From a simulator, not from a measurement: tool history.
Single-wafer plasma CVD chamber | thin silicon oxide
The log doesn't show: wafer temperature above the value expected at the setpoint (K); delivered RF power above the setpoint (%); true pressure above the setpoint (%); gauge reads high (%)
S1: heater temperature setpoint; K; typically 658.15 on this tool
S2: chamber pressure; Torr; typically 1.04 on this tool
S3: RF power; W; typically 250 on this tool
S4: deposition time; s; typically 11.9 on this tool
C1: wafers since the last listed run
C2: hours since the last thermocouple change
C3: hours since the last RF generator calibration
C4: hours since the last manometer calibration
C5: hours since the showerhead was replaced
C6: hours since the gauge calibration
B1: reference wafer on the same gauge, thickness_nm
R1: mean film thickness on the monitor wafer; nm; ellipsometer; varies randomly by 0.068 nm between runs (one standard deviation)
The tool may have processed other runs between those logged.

run	day	S1	S2	S3	S4	C1	C2	C3	C4	C5	C6	B1	R1
1	0.000	658.15	1.04	250	11.9	0	721.2	2073.1	949.8	6231.6	619.3	23.586	22.431
2	3.596	658.15	1.04	250	11.9	2415	807.5	2159.4	1036.1	6317.9	705.6	23.589	22.536
# day 5.046: gauge calibrated
3	7.417	669.15	1.04	240	11.9	2567	899.2	2251.1	1127.8	6409.6	56.9	23.617	21.743
4	9.296	669.15	1.04	240	11.9	1262	944.3	2296.2	1172.9	6454.7	102.0	23.598	21.822
# day 14.308: thermocouple changed; heater temperature recalibrated
5	17.929	658.15	1.04	275	11.9	5576	86.9	2503.4	1380.1	6661.9	309.2	23.617	23.557
6	22.371	658.15	1.04	275	11.9	2984	193.5	2610.0	1486.7	6768.5	415.8	23.593	23.402
# day 24.317: showerhead replaced
7	26.429	658.15	1.04	275	11.9	2502	290.9	2707.4	1584.1	50.7	513.2	23.590	23.452
# day 27.104: RF generator calibrated
8	28.179	672.15	1.04	265	11.9	951	332.9	25.8	1626.1	92.7	555.2	23.594	23.909
# day 28.783: capacitance manometer re-zeroed and calibrated
9	30.354	669.15	0.86	250	12.9	1237	385.1	78.0	37.7	144.9	607.4	23.605	21.696
# day 31.850: gauge calibrated
10	32.354	658.15	1.04	250	11.9	1343	433.1	126.0	85.7	192.9	12.1	23.615	23.429
11	33.983	646.15	1.20	250	13.9	1094	472.2	165.1	124.8	232.0	51.2	23.565	30.243
12	36.312	671.15	0.96	280	12.8	1564	528.1	221.0	180.7	287.9	107.1	23.592	25.065
13	38.392	644.15	0.92	250	11.9	1396	578.0	270.9	230.6	337.8	157.0	23.619	21.450
14	41.133	658.15	1.04	275	11.9	1842	643.8	336.7	296.4	403.6	222.8	23.612	24.422
15	45.442	658.15	1.04	250	12.8	2894	747.2	440.1	399.8	507.0	326.2	23.567	24.915

Below are 4 alternative next runs, each starting from the tool's condition after run 15. Predict each:
A	45.458	658.15	1.04	250	11.9	11	747.6	440.5	400.2	507.4	326.6	?	?
B	45.458	658.15	1.04	250	13.1	11	747.6	440.5	400.2	507.4	326.6	?	?
C	45.458	665.15	1.04	250	11.2	11	747.6	440.5	400.2	507.4	326.6	?	?
D	45.458	658.15	1.04	275	9.7	11	747.6	440.5	400.2	507.4	326.6	?	?

run	B1	R1
A	23.591	23.289
B	23.591	25.630
C	23.591	21.808
D	23.591	20.008
The same runs, with their run-to-run variation unchanged, on a tool lacking any hidden condition would have given:
run	R1
A	23.586
B	25.957
C	22.086
D	20.240
